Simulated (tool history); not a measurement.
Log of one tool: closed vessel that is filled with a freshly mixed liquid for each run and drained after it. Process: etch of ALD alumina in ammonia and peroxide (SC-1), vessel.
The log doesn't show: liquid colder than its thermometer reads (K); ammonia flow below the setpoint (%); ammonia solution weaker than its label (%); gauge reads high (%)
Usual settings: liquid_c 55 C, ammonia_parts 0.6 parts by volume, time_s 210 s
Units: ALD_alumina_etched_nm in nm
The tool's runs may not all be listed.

run	hour	liquid_c	ammonia_parts	time_s	wafers since the last listed run	hours since the thermometer was replaced	hours since the ammonia flow meter was replaced	hours since the drum of ammonia solution was connected	hours since the gauge calibration	read-back film thickness of the ALD alumina reference wafer, read on the same gauge (nm)	ALD_alumina_etched_nm
1	0	55	0.6	210	0	622.6	720.1	92.1	1790.1	149.95	11.46
2	50.8	55	0.6	210	5623	673.4	770.9	142.9	1840.9	150.01	11.51
3	87.6	55	0.6	210	4073	710.2	807.7	179.7	1877.7	150	11.36
# hour 119.9: ammonia flow meter replaced
4	153.6	55	0.6	210	7195	776.2	33.7	245.7	1943.7	149.97	11.54
5	191.2	55	0.6	210	4162	813.8	71.3	283.3	1981.3	149.99	11.53
6	252	55	0.6	210	6730	874.6	132.1	344.1	2042.1	150.01	11.54
# hour 268.4: new drum of ammonia solution connected
7	322.1	55	0.6	210	7649	944.7	202.2	53.7	2112.2	150.04	11.44
8	377.7	55	0.6	210	6154	1000.3	257.8	109.3	2167.8	149.99	11.53
9	417.4	55	0.6	210	4394	1040	297.5	149	2207.5	150.02	11.46
# hour 439.9: gauge calibrated
10	483.8	62	0.4	125	7350	1106.4	363.9	215.4	43.9	149.95	9.42
11	509.1	60.5	0.4	265	2800	1131.7	389.2	240.7	69.2	150.01	18.4
12	578.9	55	0.6	210	7726	1201.5	459	310.5	139	149.97	11.51
13	650.6	52	0.6	210	7936	1273.2	530.7	382.2	210.7	149.98	9.62
# hour 657.5: new drum of ammonia solution connected
14	708.9	64.5	0.6	95	6342	1331.5	589	51.4	269	149.99	8.44
15	755.5	55	0.6	210	5158	1378.1	635.6	98	315.6	150.02	11.39
16	813.5	62.5	0.8	125	6420	1436.1	693.6	156	373.6	150	10.21
17	860.6	50.5	0.4	160	5213	1483.2	740.7	203.1	420.7	149.95	6.51
18	899.4	61	0.6	245	4295	1522	779.5	241.9	459.5	150.05	17.9
# hour 913.1: ammonia flow meter replaced
19	960.7	55	0.3	155	6675	1583.3	47.6	303.2	520.8	150.03	7.82
20	988.7	55	0.75	210	3099	1611.3	75.6	331.2	548.8	150.03	11.55
21	1030.3	55	0.6	210	4605	1652.9	117.2	372.8	590.4	149.98	11.31
# hour 1059: thermometer replaced
# hour 1088.9: new drum of ammonia solution connected
22	1100.3	55	0.6	210	7527	41.3	187.2	11.4	660.4	149.97	11.66
23	1164.4	55	0.6	210	7095	105.4	251.3	75.5	724.5	150.01	11.56
24	1219.6	62	0.4	125	6110	160.6	306.5	130.7	779.7	149.99	9.55
25	1258.5	55	0.8	155	4306	199.5	345.4	169.6	818.6	150.02	8.82
26	1288.6	64.5	0.6	265	3331	229.6	375.5	199.7	848.7	150.03	23.92
27	1317.3	55	0.6	90	3177	258.3	404.2	228.4	877.4	150	5
28	1429.3	55	0.6	210	12398	370.3	516.2	340.4	989.4	150.03	11.65
29	1471.6	61	0.7	210	4682	412.6	558.5	382.7	1031.7	149.94	16.06

Forecast each of these 4 alternatives for the next run:
A	1472.3	55	0.6	210	77	413.3	559.2	383.4	1032.4	?	?
B	1472.3	55	0.5	210	77	413.3	559.2	383.4	1032.4	?	?
C	1472.3	55	0.45	120	77	413.3	559.2	383.4	1032.4	?	?
D	1472.3	55	0.75	325	77	413.3	559.2	383.4	1032.4	?	?

run	read-back film thickness of the ALD alumina reference wafer, read on the same gauge (nm)	ALD_alumina_etched_nm
A	149.99	11.63
B	149.99	11.43
C	149.99	6.47
D	149.99	18.39
Without the tool's hidden state the same runs would have given:
run	ALD_alumina_etched_nm
A	11.77
B	11.57
C	6.55
D	18.61

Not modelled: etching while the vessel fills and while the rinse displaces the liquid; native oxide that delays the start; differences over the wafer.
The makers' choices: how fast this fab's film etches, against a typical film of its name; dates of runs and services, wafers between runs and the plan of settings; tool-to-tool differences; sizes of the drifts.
